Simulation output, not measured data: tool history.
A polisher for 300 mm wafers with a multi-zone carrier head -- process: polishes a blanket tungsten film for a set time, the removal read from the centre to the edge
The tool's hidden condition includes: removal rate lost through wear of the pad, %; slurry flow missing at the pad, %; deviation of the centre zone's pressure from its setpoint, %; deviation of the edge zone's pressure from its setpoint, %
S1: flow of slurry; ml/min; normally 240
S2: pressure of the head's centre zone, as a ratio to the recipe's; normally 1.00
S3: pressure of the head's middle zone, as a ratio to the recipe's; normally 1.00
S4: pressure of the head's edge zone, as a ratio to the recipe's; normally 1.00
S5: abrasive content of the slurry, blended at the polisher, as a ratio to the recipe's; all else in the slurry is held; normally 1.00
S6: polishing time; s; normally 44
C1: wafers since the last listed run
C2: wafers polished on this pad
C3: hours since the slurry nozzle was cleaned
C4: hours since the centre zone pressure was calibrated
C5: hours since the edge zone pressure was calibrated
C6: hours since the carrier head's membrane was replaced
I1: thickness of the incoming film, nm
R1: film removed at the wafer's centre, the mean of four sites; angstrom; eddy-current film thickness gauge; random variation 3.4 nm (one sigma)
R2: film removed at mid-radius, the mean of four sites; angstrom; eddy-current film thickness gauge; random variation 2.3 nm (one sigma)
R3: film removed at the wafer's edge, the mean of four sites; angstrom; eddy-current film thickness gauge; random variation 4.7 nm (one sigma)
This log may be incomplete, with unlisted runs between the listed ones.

{"run": 1, "hour": 0.0, "S1": 240, "S2": 1.0, "S3": 1.03, "S4": 1.0, "S5": 1.0, "S6": 44, "C1": 0, "C2": 39, "C3": 377.6, "C4": 272.8, "C5": 1409.7, "C6": 1078.3, "I1": 856.0, "R1": 3773, "R2": 3680, "R3": 3488}
{"run": 2, "hour": 10.9, "S1": 285, "S2": 1.0, "S3": 1.0, "S4": 1.0, "S5": 1.0, "S6": 44, "C1": 139, "C2": 178, "C3": 388.5, "C4": 283.7, "C5": 1420.6, "C6": 1089.2, "I1": 831.1, "R1": 3899, "R2": 3678, "R3": 3553}
{"run": 3, "hour": 21.2, "S1": 240, "S2": 1.0, "S3": 1.0, "S4": 1.0, "S5": 0.85, "S6": 44, "C1": 131, "C2": 310, "C3": 398.8, "C4": 294.0, "C5": 1430.9, "C6": 1099.5, "I1": 841.1, "R1": 3753, "R2": 3448, "R3": 3409}
{"hour": 28.7, "done": "edge zone pressure recalibrated"}
{"run": 4, "hour": 35.3, "S1": 240, "S2": 1.0, "S3": 1.0, "S4": 1.0, "S5": 1.0, "S6": 44, "C1": 154, "C2": 464, "C3": 412.9, "C4": 308.1, "C5": 6.6, "C6": 1113.6, "I1": 851.2, "R1": 3797, "R2": 3631, "R3": 3531}
{"run": 5, "hour": 48.6, "S1": 240, "S2": 1.0, "S3": 1.0, "S4": 1.1, "S5": 1.0, "S6": 44, "C1": 169, "C2": 634, "C3": 426.2, "C4": 321.4, "C5": 19.9, "C6": 1126.9, "I1": 839.3, "R1": 3798, "R2": 3636, "R3": 3693}
{"run": 6, "hour": 58.8, "S1": 240, "S2": 1.0, "S3": 1.0, "S4": 1.0, "S5": 1.0, "S6": 36, "C1": 130, "C2": 764, "C3": 436.4, "C4": 331.6, "C5": 30.1, "C6": 1137.1, "I1": 852.2, "R1": 3137, "R2": 2960, "R3": 2909}
{"run": 7, "hour": 65.3, "S1": 195, "S2": 1.0, "S3": 1.0, "S4": 0.92, "S5": 1.0, "S6": 29, "C1": 82, "C2": 847, "C3": 442.9, "C4": 338.1, "C5": 36.6, "C6": 1143.6, "I1": 848.0, "R1": 2469, "R2": 2327, "R3": 2207}
{"run": 8, "hour": 76.7, "S1": 240, "S2": 1.0, "S3": 0.88, "S4": 1.0, "S5": 0.85, "S6": 34, "C1": 145, "C2": 993, "C3": 454.3, "C4": 349.5, "C5": 48.0, "C6": 1155.0, "I1": 849.5, "R1": 2841, "R2": 2454, "R3": 2612}
{"run": 9, "hour": 83.8, "S1": 185, "S2": 1.0, "S3": 1.0, "S4": 1.05, "S5": 1.0, "S6": 44, "C1": 90, "C2": 1083, "C3": 461.4, "C4": 356.6, "C5": 55.1, "C6": 1162.1, "I1": 850.0, "R1": 3664, "R2": 3503, "R3": 3507}
{"hour": 88.4, "done": "worn pad replaced by a new one"}
{"hour": 92.8, "done": "carrier head's membrane replaced by a new one, of another model than before"}
{"run": 10, "hour": 106.5, "S1": 285, "S2": 1.0, "S3": 1.0, "S4": 1.0, "S5": 1.0, "S6": 44, "C1": 182, "C2": 175, "C3": 484.1, "C4": 379.3, "C5": 77.8, "C6": 13.7, "I1": 847.9, "R1": 4050, "R2": 3667, "R3": 3557}
{"hour": 121.0, "done": "centre zone pressure recalibrated"}
{"run": 11, "hour": 133.3, "S1": 240, "S2": 1.0, "S3": 1.0, "S4": 0.91, "S5": 1.0, "S6": 44, "C1": 316, "C2": 491, "C3": 510.9, "C4": 12.3, "C5": 104.6, "C6": 40.5, "I1": 851.9, "R1": 3661, "R2": 3599, "R3": 3334}
{"hour": 142.0, "done": "slurry nozzle cleaned"}
{"run": 12, "hour": 146.8, "S1": 270, "S2": 0.89, "S3": 1.0, "S4": 1.0, "S5": 1.0, "S6": 44, "C1": 159, "C2": 651, "C3": 4.8, "C4": 25.8, "C5": 118.1, "C6": 54.0, "I1": 834.5, "R1": 3025, "R2": 3705, "R3": 3543}
{"run": 13, "hour": 164.6, "S1": 295, "S2": 1.0, "S3": 1.04, "S4": 1.0, "S5": 0.75, "S6": 44, "C1": 227, "C2": 878, "C3": 22.6, "C4": 43.6, "C5": 135.9, "C6": 71.8, "I1": 835.4, "R1": 3581, "R2": 3602, "R3": 3415}
{"run": 14, "hour": 174.3, "S1": 170, "S2": 0.91, "S3": 0.89, "S4": 1.0, "S5": 1.0, "S6": 44, "C1": 123, "C2": 1002, "C3": 32.3, "C4": 53.3, "C5": 145.6, "C6": 81.5, "I1": 846.7, "R1": 3015, "R2": 3036, "R3": 3453}
{"hour": 182.0, "done": "worn pad replaced by a new one"}
{"run": 15, "hour": 186.8, "S1": 240, "S2": 1.0, "S3": 1.0, "S4": 1.0, "S5": 1.0, "S6": 44, "C1": 108, "C2": 61, "C3": 44.8, "C4": 65.8, "C5": 158.1, "C6": 94.0, "I1": 854.7, "R1": 3752, "R2": 3683, "R3": 3506}
{"run": 16, "hour": 196.6, "S1": 240, "S2": 1.0, "S3": 0.91, "S4": 1.0, "S5": 1.0, "S6": 44, "C1": 125, "C2": 186, "C3": 54.6, "C4": 75.6, "C5": 167.9, "C6": 103.8, "I1": 857.5, "R1": 3801, "R2": 3280, "R3": 3526}
{"run": 17, "hour": 207.5, "S1": 240, "S2": 1.0, "S3": 1.0, "S4": 1.0, "S5": 1.0, "S6": 44, "C1": 139, "C2": 325, "C3": 65.5, "C4": 86.5, "C5": 178.8, "C6": 114.7, "I1": 859.3, "R1": 3790, "R2": 3609, "R3": 3571}
{"run": 18, "hour": 222.3, "S1": 295, "S2": 1.06, "S3": 1.0, "S4": 1.0, "S5": 1.0, "S6": 35, "C1": 188, "C2": 514, "C3": 80.3, "C4": 101.3, "C5": 193.6, "C6": 129.5, "I1": 856.5, "R1": 3456, "R2": 2942, "R3": 2781}
{"run": 19, "hour": 238.3, "S1": 240, "S2": 1.07, "S3": 1.0, "S4": 1.07, "S5": 1.2, "S6": 49, "C1": 204, "C2": 718, "C3": 96.3, "C4": 117.3, "C5": 209.6, "C6": 145.5, "I1": 833.4, "R1": 4862, "R2": 4224, "R3": 4391}
{"run": 20, "hour": 250.4, "S1": 240, "S2": 1.0, "S3": 1.04, "S4": 1.0, "S5": 1.0, "S6": 58, "C1": 154, "C2": 873, "C3": 108.4, "C4": 129.4, "C5": 221.7, "C6": 157.6, "I1": 853.4, "R1": 5085, "R2": 4935, "R3": 4689}

Each row is a separate what-if for the run after 20, all from the same tool condition, not one after another. Results?
{"run": "A", "hour": 250.8, "S1": 240, "S2": 1.0, "S3": 1.0, "S4": 1.0, "S5": 1.0, "S6": 44, "C1": 5, "C2": 878, "C3": 108.8, "C4": 129.8, "C5": 222.1, "C6": 158.0, "I1": 855.6, "R1": "?", "R2": "?", "R3": "?"}
{"run": "B", "hour": 250.8, "S1": 240, "S2": 1.0, "S3": 1.0, "S4": 1.0, "S5": 1.15, "S6": 52, "C1": 5, "C2": 878, "C3": 108.8, "C4": 129.8, "C5": 222.1, "C6": 158.0, "I1": 855.6, "R1": "?", "R2": "?", "R3": "?"}
{"run": "C", "hour": 250.8, "S1": 240, "S2": 1.0, "S3": 1.0, "S4": 1.0, "S5": 1.3, "S6": 37, "C1": 5, "C2": 878, "C3": 108.8, "C4": 129.8, "C5": 222.1, "C6": 158.0, "I1": 855.6, "R1": "?", "R2": "?", "R3": "?"}
{"run": "D", "hour": 250.8, "S1": 315, "S2": 1.0, "S3": 1.0, "S4": 1.0, "S5": 1.0, "S6": 44, "C1": 5, "C2": 878, "C3": 108.8, "C4": 129.8, "C5": 222.1, "C6": 158.0, "I1": 855.6, "R1": "?", "R2": "?", "R3": "?"}
{"run": "E", "hour": 250.8, "S1": 240, "S2": 1.0, "S3": 1.06, "S4": 1.0, "S5": 1.15, "S6": 33, "C1": 5, "C2": 878, "C3": 108.8, "C4": 129.8, "C5": 222.1, "C6": 158.0, "I1": 855.6, "R1": "?", "R2": "?", "R3": "?"}

run=A R1=3841 R2=3640 R3=3504
run=B R1=4703 R2=4457 R3=4290
run=C R1=3453 R2=3272 R3=3150
run=D R1=3975 R2=3754 R3=3587
run=E R1=2987 R2=3015 R3=2720
Take away the tool's hidden state, keep each run's random variation, and the runs would have read:
run=A R1=3634 R2=3641 R3=3504
run=B R1=4450 R2=4458 R3=4290
run=C R1=3267 R2=3273 R3=3150
run=D R1=3761 R2=3755 R3=3587
run=E R1=2825 R2=3016 R3=2720

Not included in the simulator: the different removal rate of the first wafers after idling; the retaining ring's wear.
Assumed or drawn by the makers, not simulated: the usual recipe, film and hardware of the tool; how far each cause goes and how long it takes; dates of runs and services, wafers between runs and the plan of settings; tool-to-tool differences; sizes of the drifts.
